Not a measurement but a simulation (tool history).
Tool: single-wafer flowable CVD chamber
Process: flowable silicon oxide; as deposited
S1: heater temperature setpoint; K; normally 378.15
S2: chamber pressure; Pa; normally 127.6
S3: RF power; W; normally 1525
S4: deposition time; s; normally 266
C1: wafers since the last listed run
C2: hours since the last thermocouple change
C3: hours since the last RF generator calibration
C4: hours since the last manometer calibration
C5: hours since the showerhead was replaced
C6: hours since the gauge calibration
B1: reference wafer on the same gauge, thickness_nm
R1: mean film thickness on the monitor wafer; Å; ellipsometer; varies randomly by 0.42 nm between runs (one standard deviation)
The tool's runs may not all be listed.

run,hour,S1,S2,S3,S4,C1,C2,C3,C4,C5,C6,B1,R1
1,0.0,378.15,127.6,1525,266,0,2310.5,600.7,1120.6,2948.8,2332.0,131.155,1523.66
2,27.5,378.15,127.6,1525,266,139,2338.0,628.2,1148.1,2976.3,2359.5,130.917,1524.34
3,53.8,378.15,127.6,1525,266,133,2364.3,654.5,1174.4,3002.6,2385.8,131.082,1520.22
# hour 74.8: showerhead replaced
4,106.6,382.15,127.6,1525,266,227,2417.1,707.3,1227.2,31.8,2438.6,131.003,1312.38
5,228.2,382.15,127.6,1525,266,617,2538.7,828.9,1348.8,153.4,2560.2,130.940,1305.92
6,274.3,378.15,127.6,1525,266,234,2584.8,875.0,1394.9,199.5,2606.3,130.801,1516.22
7,322.7,378.15,97.3,1715,307,245,2633.2,923.4,1443.3,247.9,2654.7,131.031,1362.87
# hour 434.8: thermocouple changed; heater temperature recalibrated
8,493.6,386.15,127.6,1440,266,826,58.8,1094.3,1614.2,418.8,2825.6,130.879,1110.10
9,544.6,378.15,127.6,1525,266,258,109.8,1145.3,1665.2,469.8,2876.6,130.962,1506.07
10,611.2,378.15,127.6,1525,315,338,176.4,1211.9,1731.8,536.4,2943.2,131.034,1782.93
11,652.4,378.15,127.6,1525,266,209,217.6,1253.1,1773.0,577.6,2984.4,131.147,1509.29
12,693.2,378.15,112.3,1525,298,207,258.4,1293.9,1813.8,618.4,3025.2,130.946,1491.42
13,795.6,371.15,127.6,1525,266,519,360.8,1396.3,1916.2,720.8,3127.6,131.097,1960.21
14,842.1,378.15,127.6,1525,266,236,407.3,1442.8,1962.7,767.3,3174.1,131.199,1501.81
# hour 884.4: gauge calibrated
15,894.5,378.15,127.6,1825,266,266,459.7,1495.2,2015.1,819.7,10.1,131.079,1570.29
16,930.2,378.15,127.6,1525,219,181,495.4,1530.9,2050.8,855.4,45.8,131.113,1235.68
17,961.5,371.15,127.6,1255,266,158,526.7,1562.2,2082.1,886.7,77.1,131.155,1854.82
# hour 1042.6: capacitance manometer re-zeroed and calibrated
18,1144.2,378.15,127.6,1525,266,886,709.4,1744.9,101.6,1069.4,259.8,130.924,1505.37
19,1176.0,378.15,127.6,1525,266,161,741.2,1776.7,133.4,1101.2,291.6,130.975,1507.47
# hour 1203.0: RF generator calibrated
20,1228.8,365.15,127.6,1525,266,227,794.0,25.8,186.2,1154.0,344.4,131.024,2522.79
21,1253.8,378.15,127.6,1525,224,126,819.0,50.8,211.2,1179.0,369.4,131.065,1287.04
22,1317.9,378.15,127.6,1525,266,325,883.1,114.9,275.3,1243.1,433.5,130.956,1531.56
23,1373.7,378.15,127.6,1525,266,283,938.9,170.7,331.1,1298.9,489.3,131.019,1535.24
24,1408.6,378.15,108.4,1375,266,177,973.8,205.6,366.0,1333.8,524.2,130.906,1275.72
25,1464.0,373.15,156.4,1735,214,281,1029.2,261.0,421.4,1389.2,579.6,130.835,1868.43
26,1520.1,378.15,127.6,1525,266,284,1085.3,317.1,477.5,1445.3,635.7,130.872,1530.83
27,1695.6,378.15,127.6,1365,266,890,1260.8,492.6,653.0,1620.8,811.2,130.988,1486.12

Run 28 has not been measured yet. What should we expect?
28,1765.8,378.15,127.6,1525,266,356,1331.0,562.8,723.2,1691.0,881.4,?,?

{"run 28": {"B1": 130.916, "R1": 1525.05}}
On a tool with no hidden condition, and with the same random variation, this run would have come out at R1 1542.71 Å.
